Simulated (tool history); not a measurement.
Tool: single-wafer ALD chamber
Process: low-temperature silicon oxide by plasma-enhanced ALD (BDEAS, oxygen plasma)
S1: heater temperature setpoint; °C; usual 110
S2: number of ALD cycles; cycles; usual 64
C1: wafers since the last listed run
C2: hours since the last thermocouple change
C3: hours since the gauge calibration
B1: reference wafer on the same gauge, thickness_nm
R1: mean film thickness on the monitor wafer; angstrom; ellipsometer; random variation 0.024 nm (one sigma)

run,hour,S1,S2,C1,C2,C3,B1,R1
1,0,110,64,0,2126.3,1510.2,9.241,95.56
2,69.9,110,64,442,2196.2,1580.1,9.242,95.37
3,157.8,110,69,556,2284.1,1668,9.24,102.35
4,197,110,69,248,2323.3,1707.2,9.243,102.68
5,260.5,110,69,402,2386.8,1770.7,9.24,102.77
6,338.4,101,64,493,2464.7,1848.6,9.238,97.01
7,415.8,101,64,490,2542.1,1926,9.238,97.63
8,516.5,121,64,637,2642.8,2026.7,9.238,92.93
9,584.4,121,64,430,2710.7,2094.6,9.237,93.15
# hour 621.5: thermocouple changed; heater temperature recalibrated
10,685.2,110,64,587,63.7,2195.4,9.235,95.28
# hour 703.1: gauge calibrated
11,775.8,110,64,573,154.3,72.7,9.235,95.1
12,874.6,110,64,625,253.1,171.5,9.24,95.01
13,921.5,110,64,297,300,218.4,9.239,95.14
14,1006.4,110,64,537,384.9,303.3,9.237,94.93
15,1083.4,110,69,487,461.9,380.3,9.243,102.75
16,1150.4,110,69,424,528.9,447.3,9.238,102.71
17,1232,104,72,516,610.5,528.9,9.234,108.82
18,1271.1,125,59,247,649.6,568,9.246,85.09
19,1347.4,96,72,483,725.9,644.3,9.246,111.48
20,1408.7,118,54,388,787.2,705.6,9.246,79.14
21,1493.7,110,58,538,872.2,790.6,9.245,86.35
22,1595.7,118,64,646,974.2,892.6,9.239,93.56
23,1667.5,97,76,454,1046,964.4,9.244,117.15
24,1772.9,110,64,667,1151.4,1069.8,9.242,95.27
25,1837.6,99,57,409,1216.1,1134.5,9.236,86.92

What the log doesn't show, run by run:
wafer temperature above the value expected at the setpoint (K): 0 in every run
gauge reads high (%): 0 in every run
